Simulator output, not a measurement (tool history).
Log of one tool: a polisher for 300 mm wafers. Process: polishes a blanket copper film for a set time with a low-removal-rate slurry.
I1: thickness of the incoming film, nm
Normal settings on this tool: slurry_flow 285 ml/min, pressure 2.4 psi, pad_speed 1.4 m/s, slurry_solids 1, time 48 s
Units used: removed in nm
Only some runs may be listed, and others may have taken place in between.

{"run": 1, "day": 0.0, "slurry_flow": 285, "pressure": 2.4, "pad_speed": 1.4, "slurry_solids": 1, "time": 48, "I1": 1555.7, "removed": 148.9}
{"run": 2, "day": 0.304, "slurry_flow": 285, "pressure": 2.4, "pad_speed": 1.4, "slurry_solids": 1, "time": 48, "I1": 1558, "removed": 151.6}
{"run": 3, "day": 0.867, "slurry_flow": 285, "pressure": 2.4, "pad_speed": 1.4, "slurry_solids": 1, "time": 59, "I1": 1550, "removed": 185.2}
{"run": 4, "day": 1.35, "slurry_flow": 285, "pressure": 2.4, "pad_speed": 1.4, "slurry_solids": 1, "time": 59, "I1": 1550.1, "removed": 182.4}
{"run": 5, "day": 1.625, "slurry_flow": 250, "pressure": 2.4, "pad_speed": 1.4, "slurry_solids": 0.9, "time": 48, "I1": 1535.2, "removed": 145.6}
{"day": 1.954, "done": "worn pad replaced by a new one"}
{"run": 6, "day": 2.162, "slurry_flow": 250, "pressure": 2.4, "pad_speed": 1.4, "slurry_solids": 0.9, "time": 48, "I1": 1559.9, "removed": 142.1}
{"run": 7, "day": 2.612, "slurry_flow": 285, "pressure": 2.8, "pad_speed": 1.4, "slurry_solids": 1, "time": 55, "I1": 1550.3, "removed": 200}
{"run": 8, "day": 3.288, "slurry_flow": 285, "pressure": 2.8, "pad_speed": 1.4, "slurry_solids": 1, "time": 55, "I1": 1561.1, "removed": 202.7}
{"run": 9, "day": 3.954, "slurry_flow": 285, "pressure": 2.4, "pad_speed": 1.4, "slurry_solids": 1, "time": 48, "I1": 1554.4, "removed": 151.8}
{"day": 4.288, "done": "worn pad replaced by a new one"}
{"run": 10, "day": 4.308, "slurry_flow": 365, "pressure": 2.1, "pad_speed": 1.4, "slurry_solids": 1, "time": 48, "I1": 1528, "removed": 135}
{"run": 11, "day": 4.796, "slurry_flow": 345, "pressure": 2.4, "pad_speed": 1.54, "slurry_solids": 0.9, "time": 53, "I1": 1565.2, "removed": 179.1}
{"day": 5.067, "done": "slurry blender recalibrated"}
{"day": 5.567, "done": "head pressure recalibrated"}
{"run": 12, "day": 5.588, "slurry_flow": 285, "pressure": 2.4, "pad_speed": 1.4, "slurry_solids": 1.15, "time": 31, "I1": 1525.7, "removed": 101.6}
{"run": 13, "day": 5.95, "slurry_flow": 285, "pressure": 2.4, "pad_speed": 1.4, "slurry_solids": 1, "time": 48, "I1": 1541.8, "removed": 155.9}
{"day": 6.2, "done": "slurry nozzle cleaned"}
{"run": 14, "day": 6.475, "slurry_flow": 285, "pressure": 2.9, "pad_speed": 1.4, "slurry_solids": 0.85, "time": 48, "I1": 1533.5, "removed": 174.4}
{"day": 7.083, "done": "worn pad replaced by a new one"}
{"run": 15, "day": 7.104, "slurry_flow": 285, "pressure": 2.7, "pad_speed": 1.4, "slurry_solids": 1, "time": 48, "I1": 1561.1, "removed": 173.1}
{"run": 16, "day": 7.604, "slurry_flow": 285, "pressure": 2.4, "pad_speed": 1.4, "slurry_solids": 1, "time": 48, "I1": 1549.7, "removed": 152.4}
{"run": 17, "day": 7.979, "slurry_flow": 285, "pressure": 2.4, "pad_speed": 1.76, "slurry_solids": 1, "time": 48, "I1": 1570.2, "removed": 177.5}
{"run": 18, "day": 8.658, "slurry_flow": 285, "pressure": 2.4, "pad_speed": 1.4, "slurry_solids": 1, "time": 48, "I1": 1565.5, "removed": 152.2}
{"run": 19, "day": 9.396, "slurry_flow": 285, "pressure": 2, "pad_speed": 1.14, "slurry_solids": 0.8, "time": 61, "I1": 1566.1, "removed": 133.7}

Predict each of these 3 candidate next runs independently; none follows another, all start after run 19:
{"run": "A", "day": 9.412, "slurry_flow": 285, "pressure": 2.4, "pad_speed": 1.4, "slurry_solids": 1, "time": 48, "I1": 1563.1, "removed": "?"}
{"run": "B", "day": 9.412, "slurry_flow": 285, "pressure": 2.7, "pad_speed": 1.4, "slurry_solids": 1, "time": 55, "I1": 1563.1, "removed": "?"}
{"run": "C", "day": 9.412, "slurry_flow": 350, "pressure": 2.4, "pad_speed": 1.64, "slurry_solids": 1.15, "time": 31, "I1": 1563.1, "removed": "?"}

run=A removed=149.5
run=B removed=192.7
run=C removed=112.7
Stripped of hidden state, with their random variation kept, the same runs would have yielded:
run=A removed=149.5
run=B removed=192.7
run=C removed=112.7
